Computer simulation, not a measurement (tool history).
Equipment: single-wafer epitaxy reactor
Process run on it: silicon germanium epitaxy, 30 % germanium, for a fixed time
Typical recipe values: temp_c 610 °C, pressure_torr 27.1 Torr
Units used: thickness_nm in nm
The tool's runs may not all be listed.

run   hour  temp_c  pressure_torr  read-back reference wafer on the same gauge, thickness_nm  thickness_nm
  1      0     603           27.1                                                     75.889        71.461
  2   15.5     610           24.1                                                     75.782        76.911
  3   51.4     610           27.1                                                     75.672        80.535
  4   82.6     610           27.1                                                     75.794        80.643
  5  106.8     610           23.4                                                     75.765        76.103
     120.6  -- showerhead replaced, of another model than before
  6  141.5     610           27.1                                                      75.64        79.605
  7  168.1     610           27.1                                                      75.92        80.336
  8  192.7     610           27.1                                                     75.854        80.252
  9    208     610           27.1                                                     75.906        80.817
 10  233.3     610           27.1                                                     75.638         81.16
 11  261.6     610           31.9                                                     75.783        83.219
 12  280.5     610           31.9                                                     75.643        83.173
 13  315.1     610           33.7                                                     75.965        85.355
 14    349     596           32.5                                                     75.646        65.473
     365.8  -- gauge calibrated
 15  373.6     624           24.5                                                     75.738        99.432
 16  387.9     600           30.4                                                     75.827         69.65
 17  418.2     610           27.1                                                     75.949        80.786
     443.1  -- pyrometer calibrated
 18  443.6     602             31                                                     75.858        72.757
 19  457.7     617           24.4                                                     75.746        89.026
 20  470.6     619           32.1                                                     75.693        97.788
     500.7  -- capacitance manometer re-zeroed and calibrated
 21  501.2     610           27.1                                                      75.85        78.451
 22    521     599           22.5                                                     75.913        62.475
 23  546.6     620           21.3                                                     75.683        89.281
 24    575     615           22.3                                                     75.879        82.537
 25  598.4     610           20.5                                                     75.783        73.933
 26  615.8     610           27.1                                                     75.838        78.711
 27  638.1     610           27.1                                                     75.946        78.281
 28    663     614           31.8                                                     75.691         87.26
 29  697.1     610           27.1                                                     75.785        78.582
 30  728.2     610           27.1                                                     75.943        78.752
 31  757.4     595           30.2                                                     75.964        62.181
 32  778.9     610           27.1                                                      75.89         79.47
 33  798.6     601           23.3                                                     75.989        64.981
 34  822.2     620           27.1                                                     75.674        94.122
 35  846.3     595           27.1                                                     75.696        60.385
 36  871.1     610           22.2                                                     75.887        75.236

For some of the steps in thickness_nm from one run to the next: how much would appear even if the tool had no hidden state, given the settings, what came in and random variation, and how much remains for the hidden state plus any gauge scatter that the measured result and the result without hidden state don't share?
Hidden state at play: wafer temperature above the value expected at the setpoint (K); true pressure above the setpoint (%); gauge reads high (%).
Run 5 -> 6: pressure_torr 23.4 -> 27.1, showerhead replaced, of another model than before. thickness_nm +3.502 nm: hidden state -0.859, all else +4.361.
Run 14 -> 15: temp_c 596 -> 624, pressure_torr 32.5 -> 24.5, gauge calibrated. thickness_nm +33.959 nm: hidden state +0.665, all else +33.294.
Run 15 -> 16: temp_c 624 -> 600, pressure_torr 24.5 -> 30.4. thickness_nm -29.782 nm: hidden state -0.548, all else -29.234.
Run 20 -> 21: temp_c 619 -> 610, pressure_torr 32.1 -> 27.1, capacitance manometer re-zeroed and calibrated. thickness_nm -19.337 nm: hidden state -2.451, all else -16.886.
Run 34 -> 35: temp_c 620 -> 595. thickness_nm -33.737 nm: hidden state +0.053, all else -33.79.

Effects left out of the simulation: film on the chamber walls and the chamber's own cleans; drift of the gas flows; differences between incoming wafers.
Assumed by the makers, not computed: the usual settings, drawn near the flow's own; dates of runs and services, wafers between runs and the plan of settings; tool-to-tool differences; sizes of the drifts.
